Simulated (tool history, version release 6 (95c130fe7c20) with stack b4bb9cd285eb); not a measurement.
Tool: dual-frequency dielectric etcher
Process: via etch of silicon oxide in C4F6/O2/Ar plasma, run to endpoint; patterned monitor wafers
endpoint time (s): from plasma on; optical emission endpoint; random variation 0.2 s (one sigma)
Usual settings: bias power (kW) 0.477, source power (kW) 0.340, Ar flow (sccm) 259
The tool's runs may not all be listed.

run,hour,bias power (kW),source power (kW),Ar flow (sccm),"incoming incoming film thickness, nm",endpoint time (s)
1,0.0,0.477,0.340,259,129.8,29.3
2,39.1,0.477,0.340,259,129.6,29.1
3,78.9,0.477,0.340,259,127.6,28.7
# hour 148.1: upper electrode replaced
4,148.6,0.477,0.340,259,128.7,28.6
5,182.3,0.477,0.340,259,128.6,28.5
6,212.1,0.428,0.340,259,128.6,29.4
7,268.1,0.428,0.340,259,128.4,29.1
# hour 321.2: wet clean of the chamber
8,321.7,0.428,0.340,259,127.8,31.0
9,346.9,0.477,0.340,226,130.1,30.3
10,403.0,0.477,0.340,259,129.5,30.1
# hour 496.2: source power generator calibrated
11,532.5,0.477,0.340,259,128.1,29.8
# hour 568.4: bias power generator calibrated
12,638.4,0.477,0.340,199,130.0,29.1
13,705.4,0.477,0.340,259,128.7,29.7
14,732.1,0.477,0.340,293,129.1,29.9
# hour 744.5: Ar flow controller replaced
15,759.5,0.477,0.340,259,127.7,28.9
16,785.0,0.477,0.340,259,129.2,29.6
17,814.3,0.430,0.390,209,129.7,27.4
# hour 872.6: wet clean of the chamber
18,881.6,0.548,0.340,259,129.1,29.5
19,940.0,0.477,0.340,259,128.8,30.1
20,1004.3,0.389,0.340,295,128.4,31.6
21,1150.8,0.477,0.410,314,128.5,26.6
22,1189.5,0.477,0.270,259,129.6,34.3
23,1290.5,0.433,0.340,238,129.1,29.5
24,1315.9,0.391,0.260,259,129.0,36.4
25,1386.5,0.423,0.310,302,128.6,31.4
# hour 1449.4: wet clean of the chamber
26,1449.9,0.477,0.340,259,129.0,30.5
27,1476.9,0.477,0.340,259,128.8,30.1
28,1516.7,0.418,0.310,297,128.7,33.2

5 ways to go on from here, each from the tool as it stands after run 28. What would each give?
A,1517.1,0.477,0.340,259,128.0,?
B,1517.1,0.594,0.340,220,128.0,?
C,1517.1,0.385,0.280,259,128.0,?
D,1517.1,0.553,0.340,259,128.0,?
E,1517.1,0.477,0.340,310,128.0,?

run,endpoint time (s)
A,29.7
B,27.8
C,35.2
D,28.7
E,30.2
Without the tool's hidden state the same runs would have given:
run,endpoint time (s)
A,29.7
B,27.9
C,35.2
D,28.7
E,30.2
